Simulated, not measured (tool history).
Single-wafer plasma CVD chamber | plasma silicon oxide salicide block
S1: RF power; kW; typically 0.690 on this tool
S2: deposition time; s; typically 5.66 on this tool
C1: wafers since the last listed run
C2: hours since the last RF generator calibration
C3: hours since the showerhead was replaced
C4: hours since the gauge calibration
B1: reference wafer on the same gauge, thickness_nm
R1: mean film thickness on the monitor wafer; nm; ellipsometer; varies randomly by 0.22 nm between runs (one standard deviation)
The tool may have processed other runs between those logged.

run,hour,S1,S2,C1,C2,C3,C4,B1,R1
1,0.0,0.690,6.54,0,1329.4,4126.9,218.4,65.592,74.653
2,11.0,0.690,6.54,407,1340.4,4137.9,229.4,65.593,73.911
3,33.7,0.690,5.66,840,1363.1,4160.6,252.1,65.630,63.956
4,44.6,0.690,5.66,403,1374.0,4171.5,263.0,65.615,63.828
5,75.2,0.690,5.66,1133,1404.6,4202.1,293.6,65.600,64.021
6,84.9,0.690,5.66,359,1414.3,4211.8,303.3,65.644,63.667
7,91.9,0.690,5.66,259,1421.3,4218.8,310.3,65.568,64.116
8,101.6,0.690,5.66,359,1431.0,4228.5,320.0,65.628,64.067
9,108.3,0.690,5.66,248,1437.7,4235.2,326.7,65.559,64.482
10,158.2,0.690,5.66,1848,1487.6,4285.1,376.6,65.629,63.936
11,167.9,0.690,5.66,359,1497.3,4294.8,386.3,65.627,64.027
12,175.2,0.690,5.66,270,1504.6,4302.1,393.6,65.622,63.908
13,187.7,0.690,5.66,462,1517.1,4314.6,406.1,65.604,64.077
14,201.2,0.690,5.66,499,1530.6,4328.1,419.6,65.586,63.893
15,216.5,0.690,5.66,566,1545.9,4343.4,434.9,65.602,64.364
16,230.0,0.690,5.66,499,1559.4,4356.9,448.4,65.661,63.479
17,238.7,0.690,5.66,322,1568.1,4365.6,457.1,65.602,63.583
18,253.2,0.655,5.66,537,1582.6,4380.1,471.6,65.605,62.281
19,265.6,0.655,5.66,459,1595.0,4392.5,484.0,65.601,61.597
20,281.9,0.690,5.66,603,1611.3,4408.8,500.3,65.596,63.906
21,296.9,0.690,6.33,555,1626.3,4423.8,515.3,65.606,71.344
22,312.3,0.690,6.69,570,1641.7,4439.2,530.7,65.600,75.416
23,323.8,0.690,5.66,425,1653.2,4450.7,542.2,65.634,63.457
24,339.5,0.605,4.81,581,1668.9,4466.4,557.9,65.632,50.312
25,356.1,0.760,4.62,614,1685.5,4483.0,574.5,65.592,54.533
# hour 364.2: RF generator calibrated
26,369.3,0.615,4.94,192,5.1,4496.2,587.7,65.617,51.182
27,375.3,0.755,5.66,222,11.1,4502.2,593.7,65.594,64.981
# hour 400.7: gauge calibrated
28,429.2,0.555,5.27,1996,65.0,4556.1,28.5,65.566,51.340
29,447.1,0.590,5.10,662,82.9,4574.0,46.4,65.612,51.326
30,463.2,0.550,6.22,596,99.0,4590.1,62.5,65.599,59.888
31,473.0,0.690,5.66,362,108.8,4599.9,72.3,65.589,62.607
# hour 501.2: RF generator calibrated, repeated, since the last time left the tool worse
32,522.6,0.690,5.66,1540,21.4,4649.5,121.9,65.586,65.894
33,530.6,0.600,6.56,296,29.4,4657.5,129.9,65.599,70.831
# hour 553.6: showerhead replaced
34,554.1,0.690,5.66,574,52.9,0.5,153.4,65.538,65.703
35,561.3,0.755,6.63,266,60.1,7.7,160.6,65.574,80.348
36,573.2,0.775,6.01,440,72.0,19.6,172.5,65.595,74.031
37,609.3,0.730,4.77,1336,108.1,55.7,208.6,65.567,57.013
38,626.1,0.590,4.81,622,124.9,72.5,225.4,65.598,51.332
39,641.6,0.690,5.66,574,140.4,88.0,240.9,65.621,65.504
40,657.1,0.785,5.66,574,155.9,103.5,256.4,65.599,69.146
41,667.2,0.585,4.96,374,166.0,113.6,266.5,65.573,52.340
42,673.8,0.790,6.01,244,172.6,120.2,273.1,65.544,74.576
43,690.2,0.690,5.66,607,189.0,136.6,289.5,65.580,65.462
44,699.1,0.690,5.66,329,197.9,145.5,298.4,65.597,65.328

Forecast each of these 4 alternatives for the next run:
A,699.5,0.635,5.66,14,198.3,145.9,298.8,?,?
B,699.5,0.780,4.69,14,198.3,145.9,298.8,?,?
C,699.5,0.640,5.09,14,198.3,145.9,298.8,?,?
D,699.5,0.635,4.84,14,198.3,145.9,298.8,?,?

run,B1,R1
A,65.620,62.591
B,65.620,57.535
C,65.620,56.527
D,65.620,53.523
What these runs would have given with no unlogged condition in the tool:
run,R1
A,62.987
B,57.899
C,56.885
D,53.862
